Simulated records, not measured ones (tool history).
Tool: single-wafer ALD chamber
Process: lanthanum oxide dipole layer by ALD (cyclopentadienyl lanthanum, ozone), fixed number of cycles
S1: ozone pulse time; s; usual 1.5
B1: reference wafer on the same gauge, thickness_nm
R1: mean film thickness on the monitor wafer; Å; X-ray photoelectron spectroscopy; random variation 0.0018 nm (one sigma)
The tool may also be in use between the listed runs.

run 1 hour=0 | S1=1.94 | B1=0.537 | R1=6.2
run 2 hour=47.1 | S1=1.94 | B1=0.537 | R1=6.19
run 3 hour=118.5 | S1=1.91 | B1=0.538 | R1=6.16
run 4 hour=176.4 | S1=1.5 | B1=0.537 | R1=5.85
run 5 hour=244.5 | S1=1.2 | B1=0.537 | R1=5.19
run 6 hour=288.2 | S1=1.05 | B1=0.538 | R1=4.54
run 7 hour=353.1 | S1=1.13 | B1=0.537 | R1=4.89
run 8 hour=379.4 | S1=1.13 | B1=0.537 | R1=4.89
run 9 hour=437.9 | S1=1.13 | B1=0.537 | R1=4.89
run 10 hour=480 | S1=1.5 | B1=0.537 | R1=5.83
-- hour=497.2 ozone generator serviced
run 11 hour=537.4 | S1=1.5 | B1=0.537 | R1=5.95
run 12 hour=569.8 | S1=1.5 | B1=0.537 | R1=5.97
-- hour=587.2 thermocouple changed; heater temperature recalibrated
run 13 hour=641.6 | S1=1.5 | B1=0.537 | R1=5.93
run 14 hour=675.5 | S1=1.74 | B1=0.537 | R1=6.1
run 15 hour=705.1 | S1=1.74 | B1=0.536 | R1=6.1
run 16 hour=880.4 | S1=1.74 | B1=0.537 | R1=6.06
run 17 hour=943.9 | S1=1.8 | B1=0.537 | R1=6.11
run 18 hour=977.4 | S1=1.07 | B1=0.537 | R1=4.6
run 19 hour=1032.6 | S1=1.5 | B1=0.538 | R1=5.85
run 20 hour=1093.9 | S1=0.91 | B1=0.537 | R1=3.58
-- hour=1138.1 showerhead replaced
run 21 hour=1162.8 | S1=1.94 | B1=0.537 | R1=6.16
-- hour=1181.1 ozone generator serviced
run 22 hour=1231.9 | S1=0.98 | B1=0.537 | R1=4.4
-- hour=1241.2 gauge calibrated
run 23 hour=1263.8 | S1=1.3 | B1=0.537 | R1=5.59
run 24 hour=1320 | S1=1.11 | B1=0.537 | R1=4.97
run 25 hour=1367.6 | S1=1.77 | B1=0.537 | R1=6.11
run 26 hour=1400.4 | S1=1.3 | B1=0.537 | R1=5.52
run 27 hour=1427.5 | S1=1.9 | B1=0.537 | R1=6.24
run 28 hour=1457.4 | S1=1.5 | B1=0.537 | R1=5.88
run 29 hour=1518.1 | S1=1.87 | B1=0.537 | R1=6.17
run 30 hour=1691.8 | S1=1.33 | B1=0.538 | R1=5.54
run 31 hour=1731.5 | S1=1.5 | B1=0.537 | R1=5.82
run 32 hour=1773.8 | S1=1.69 | B1=0.537 | R1=6.02
run 33 hour=1817.4 | S1=1.17 | B1=0.537 | R1=5.05
run 34 hour=1884.6 | S1=2.03 | B1=0.537 | R1=6.24
run 35 hour=1928 | S1=1.16 | B1=0.537 | R1=4.98

What the log doesn't show, run by run:
wafer temperature above the value expected at the setpoint (K): 0 in every run
gauge reads high (%): 0 in every run
H1: ozone dose above that of a generator just serviced (%)
run=1 H1=-7.24
run=2 H1=-7.59
run=3 H1=-8.02
run=4 H1=-8.28
run=5 H1=-8.53
run=6 H1=-8.65
run=7 H1=-8.81
run=8 H1=-8.86
run=9 H1=-8.95
run=10 H1=-9.01
run=11 H1=-2.21
run=12 H1=-3.14
run=13 H1=-4.84
run=14 H1=-5.49
run=15 H1=-5.99
run=16 H1=-8.02
run=17 H1=-8.47
run=18 H1=-8.67
run=19 H1=-8.94
run=20 H1=-9.18
run=21 H1=-9.39
run=22 H1=-1.95
run=23 H1=-2.84
run=24 H1=-4.15
run=25 H1=-5.06
run=26 H1=-5.6
run=27 H1=-5.99
run=28 H1=-6.38
run=29 H1=-7.04
run=30 H1=-8.25
run=31 H1=-8.43
run=32 H1=-8.59
run=33 H1=-8.74
run=34 H1=-8.91
run=35 H1=-9.01

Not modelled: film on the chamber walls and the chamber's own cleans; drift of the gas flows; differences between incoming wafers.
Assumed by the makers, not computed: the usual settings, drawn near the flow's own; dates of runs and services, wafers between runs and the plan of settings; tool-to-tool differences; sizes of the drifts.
